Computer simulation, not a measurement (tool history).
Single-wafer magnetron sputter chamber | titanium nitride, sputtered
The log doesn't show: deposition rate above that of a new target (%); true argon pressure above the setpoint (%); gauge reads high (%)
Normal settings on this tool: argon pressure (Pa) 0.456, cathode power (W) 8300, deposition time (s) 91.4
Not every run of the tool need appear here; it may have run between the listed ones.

run,hour,argon pressure (Pa),cathode power (W),deposition time (s),wafers since the last listed run,wafers on the sputter target,hours since the last manometer calibration,hours since the magnet pack was replaced,hours since the gauge calibration,"read-back reference wafer on the same gauge, thickness_nm",mean film thickness on the monitor wafer (angstrom)
1,0.0,0.456,8300,91.4,0,5163,1224.7,7452.9,283.1,154.965,1293.03
2,34.4,0.456,8300,91.4,486,5649,1259.1,7487.3,317.5,154.980,1287.68
3,46.6,0.456,8300,91.4,172,5822,1271.3,7499.5,329.7,155.035,1284.40
4,80.8,0.381,8300,91.4,483,6305,1305.5,7533.7,363.9,155.081,1317.10
5,102.0,0.381,8300,91.4,299,6605,1326.7,7554.9,385.1,154.985,1315.49
6,127.9,0.456,8300,91.4,366,6971,1352.6,7580.8,411.0,154.990,1281.47
7,162.6,0.456,8300,91.4,490,7461,1387.3,7615.5,445.7,155.032,1273.70
8,189.0,0.456,8300,91.4,373,7834,1413.7,7641.9,472.1,155.050,1276.70
9,211.6,0.456,8300,84.8,319,8154,1436.3,7664.5,494.7,155.034,1179.67
10,243.6,0.456,8300,91.4,452,8606,1468.3,7696.5,526.7,154.977,1268.95
# hour 253.5: gauge calibrated
# hour 283.2: sputter target and shields replaced
11,283.7,0.456,8300,91.4,453,7,1508.4,7736.6,30.2,155.004,1298.85
12,295.2,0.456,8300,91.4,162,169,1519.9,7748.1,41.7,154.998,1299.00
13,327.0,0.456,9700,81.1,449,619,1551.7,7779.9,73.5,154.959,1269.83
14,350.5,0.456,7400,91.4,332,951,1575.2,7803.4,97.0,154.955,1212.65
# hour 377.0: capacitance manometer re-zeroed and calibrated
15,377.5,0.396,6900,86.5,268,1219,0.5,7830.4,124.0,154.979,1146.55
16,459.3,0.366,7250,83.6,1156,2375,82.3,7912.2,205.8,154.985,1148.04
17,477.0,0.456,8300,91.4,250,2626,100.0,7929.9,223.5,155.033,1323.50
# hour 496.1: magnet pack replaced
18,551.6,0.456,7400,91.4,941,3567,174.6,55.5,298.1,155.010,1229.26
19,583.5,0.292,9150,91.4,450,4018,206.5,87.4,330.0,154.988,1470.33
20,606.0,0.375,9850,91.4,318,4336,229.0,109.9,352.5,154.993,1500.39
21,619.6,0.456,7250,107.6,192,4528,242.6,123.5,366.1,154.996,1427.82
22,633.5,0.298,9500,91.4,196,4724,256.5,137.4,380.0,155.016,1499.05

Branching from run 22: 3 alternative next runs. What would each branch give?
A,633.9,0.456,8300,91.4,5,4730,256.9,137.8,380.4,?,?
B,633.9,0.336,9250,86.0,5,4730,256.9,137.8,380.4,?,?
C,633.9,0.315,8300,91.4,5,4730,256.9,137.8,380.4,?,?

run,"read-back reference wafer on the same gauge, thickness_nm",mean film thickness on the monitor wafer (angstrom)
A,154.998,1310.43
B,154.998,1367.94
C,154.998,1367.14
Had the tool no hidden state, the same runs would have come out as:
run,mean film thickness on the monitor wafer (angstrom)
A,1322.94
B,1380.65
C,1379.78
